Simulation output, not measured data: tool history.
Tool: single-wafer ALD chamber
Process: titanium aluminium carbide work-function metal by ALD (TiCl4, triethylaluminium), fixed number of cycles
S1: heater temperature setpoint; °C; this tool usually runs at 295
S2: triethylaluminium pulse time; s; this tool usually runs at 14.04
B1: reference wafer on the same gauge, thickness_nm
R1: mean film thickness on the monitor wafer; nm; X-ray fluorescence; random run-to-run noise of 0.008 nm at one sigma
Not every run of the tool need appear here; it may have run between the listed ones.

{"run": 1, "hour": 0.0, "S1": 295, "S2": 14.04, "B1": 2.038, "R1": 1.894}
{"run": 2, "hour": 84.2, "S1": 295, "S2": 14.04, "B1": 2.042, "R1": 1.898}
{"run": 3, "hour": 183.6, "S1": 295, "S2": 14.04, "B1": 2.04, "R1": 1.909}
{"run": 4, "hour": 219.8, "S1": 295, "S2": 12.64, "B1": 2.038, "R1": 1.883}
{"hour": 270.8, "done": "gauge calibrated"}
{"hour": 296.5, "done": "thermocouple changed; heater temperature recalibrated"}
{"run": 5, "hour": 305.8, "S1": 295, "S2": 14.04, "B1": 2.04, "R1": 1.933}
{"hour": 346.4, "done": "showerhead replaced, of another model than before"}
{"run": 6, "hour": 346.9, "S1": 295, "S2": 14.04, "B1": 2.037, "R1": 1.932}
{"run": 7, "hour": 416.2, "S1": 284, "S2": 14.04, "B1": 2.041, "R1": 1.847}
{"run": 8, "hour": 452.2, "S1": 306, "S2": 11.25, "B1": 2.04, "R1": 1.949}
{"run": 9, "hour": 534.5, "S1": 304, "S2": 11.62, "B1": 2.041, "R1": 1.948}
{"run": 10, "hour": 571.0, "S1": 285, "S2": 10.78, "B1": 2.036, "R1": 1.764}
{"run": 11, "hour": 656.6, "S1": 295, "S2": 14.04, "B1": 2.04, "R1": 1.917}
{"run": 12, "hour": 720.3, "S1": 308, "S2": 12.47, "B1": 2.037, "R1": 1.988}
{"run": 13, "hour": 768.0, "S1": 288, "S2": 19.59, "B1": 2.036, "R1": 1.874}
{"run": 14, "hour": 875.0, "S1": 304, "S2": 9.61, "B1": 2.036, "R1": 1.788}
{"run": 15, "hour": 944.7, "S1": 288, "S2": 10.79, "B1": 2.038, "R1": 1.778}
{"run": 16, "hour": 1052.5, "S1": 282, "S2": 17.18, "B1": 2.042, "R1": 1.817}
{"run": 17, "hour": 1120.5, "S1": 295, "S2": 14.04, "B1": 2.04, "R1": 1.897}
{"hour": 1199.7, "done": "thermocouple changed; heater temperature recalibrated"}
{"run": 18, "hour": 1392.7, "S1": 303, "S2": 9.75, "B1": 2.041, "R1": 1.802}
{"run": 19, "hour": 1498.1, "S1": 307, "S2": 9.86, "B1": 2.04, "R1": 1.831}
{"run": 20, "hour": 1575.5, "S1": 308, "S2": 9.57, "B1": 2.042, "R1": 1.805}
{"hour": 1624.9, "done": "triethylaluminium bottle replaced"}
{"run": 21, "hour": 1679.3, "S1": 301, "S2": 10.65, "B1": 2.038, "R1": 1.855}
{"run": 22, "hour": 1752.7, "S1": 300, "S2": 18.19, "B1": 2.041, "R1": 1.942}
{"run": 23, "hour": 1814.2, "S1": 295, "S2": 18.89, "B1": 2.035, "R1": 1.913}
{"run": 24, "hour": 2065.3, "S1": 291, "S2": 9.66, "B1": 2.041, "R1": 1.695}
{"run": 25, "hour": 2133.1, "S1": 295, "S2": 16.12, "B1": 2.044, "R1": 1.91}
{"run": 26, "hour": 2191.0, "S1": 305, "S2": 15.43, "B1": 2.04, "R1": 1.987}
{"run": 27, "hour": 2297.0, "S1": 295, "S2": 14.04, "B1": 2.044, "R1": 1.892}
{"hour": 2313.2, "done": "thermocouple changed; heater temperature recalibrated"}
{"run": 28, "hour": 2409.5, "S1": 295, "S2": 14.04, "B1": 2.042, "R1": 1.928}
{"run": 29, "hour": 2469.9, "S1": 295, "S2": 14.04, "B1": 2.036, "R1": 1.924}
{"run": 30, "hour": 2524.6, "S1": 295, "S2": 14.04, "B1": 2.042, "R1": 1.923}
{"run": 31, "hour": 2591.6, "S1": 289, "S2": 16.98, "B1": 2.039, "R1": 1.898}
{"run": 32, "hour": 2649.3, "S1": 285, "S2": 8.83, "B1": 2.041, "R1": 1.546}

Per-run results on a tool with no hidden state, each run keeping its own random variation:
Unlogged tool condition in this case: wafer temperature above the value expected at the setpoint (K); triethylaluminium dose above that of a fresh bottle (%); gauge reads high (%).
run=1 R1=1.915
run=2 R1=1.92
run=3 R1=1.935
run=4 R1=1.91
run=5 R1=1.928
run=6 R1=1.928
run=7 R1=1.846
run=8 R1=1.949
run=9 R1=1.951
run=10 R1=1.767
run=11 R1=1.923
run=12 R1=1.996
run=13 R1=1.884
run=14 R1=1.8
run=15 R1=1.793
run=16 R1=1.836
run=17 R1=1.918
run=18 R1=1.805
run=19 R1=1.837
run=20 R1=1.813
run=21 R1=1.867
run=22 R1=1.956
run=23 R1=1.93
run=24 R1=1.718
run=25 R1=1.937
run=26 R1=2.016
run=27 R1=1.924
run=28 R1=1.922
run=29 R1=1.92
run=30 R1=1.921
run=31 R1=1.898
run=32 R1=1.547
